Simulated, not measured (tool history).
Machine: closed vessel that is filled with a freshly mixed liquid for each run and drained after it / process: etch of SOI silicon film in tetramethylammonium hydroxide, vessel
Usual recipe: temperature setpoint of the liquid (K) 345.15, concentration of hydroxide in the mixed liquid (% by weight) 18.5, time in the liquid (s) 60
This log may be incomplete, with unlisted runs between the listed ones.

| run | hour | temperature setpoint of the liquid (K) | concentration of hydroxide in the mixed liquid (% by weight) | time in the liquid (s) | read-back film thickness of the SOI silicon film reference wafer, read on the same gauge (nm) | thickness taken off the SOI silicon film on a monitor wafer (Å) |
|---|---|---|---|---|---|---|
| 1 | 0 | 347.15 | 18.5 | 60 | 49.99 | 4623.4 |
| 2 | 12.6 | 345.15 | 18.5 | 60 | 50 | 4065.7 |
| 3 | 28.1 | 345.15 | 18.5 | 60 | 50 | 4132.3 |
| 4 | 43.6 | 345.15 | 18.5 | 60 | 49.99 | 4095.1 |
| 5 | 51.2 | 340.65 | 18.5 | 40 | 49.99 | 2145.9 |
| 6 | 59.5 | 345.15 | 18.5 | 35 | 49.99 | 2429.6 |
| 7 | 76.2 | 345.15 | 18.5 | 35 | 50 | 2443.6 |
| 8 | 92.6 | 345.15 | 18.5 | 35 | 49.97 | 2449.7 |
| 9 | 107.7 | 345.15 | 18.5 | 60 | 49.99 | 4136.1 |
| 10 | 115.5 | 345.15 | 18.5 | 60 | 49.99 | 4188.1 |
| 11 | 123.9 | 345.15 | 18.5 | 60 | 50.02 | 4222.9 |
| 12 | 141.8 | 345.15 | 18.5 | 60 | 50 | 4129.6 |
| 13 | 159.4 | 345.15 | 18.5 | 60 | 49.96 | 4188.3 |
| 14 | 170.8 | 345.15 | 18.5 | 60 | 50.01 | 4233.1 |
| 15 | 184 | 337.15 | 20 | 40 | 50.01 | 1694.2 |
| 16 | 191.7 | 345.15 | 18.5 | 35 | 49.97 | 2462.7 |
| 17 | 200.5 | 340.65 | 23 | 50 | 49.99 | 2365.7 |

Predict the results of run 18:
| 18 | 217.1 | 345.15 | 18.5 | 30 | ? | ? |

Logged for run 18: read-back film thickness of the SOI silicon film reference wafer, read on the same gauge (nm) 50, thickness taken off the SOI silicon film on a monitor wafer (Å) 2076.
Were there no unlogged condition in the tool, this run, its random variation unchanged, would have produced thickness taken off the SOI silicon film on a monitor wafer (Å) 1788.3.
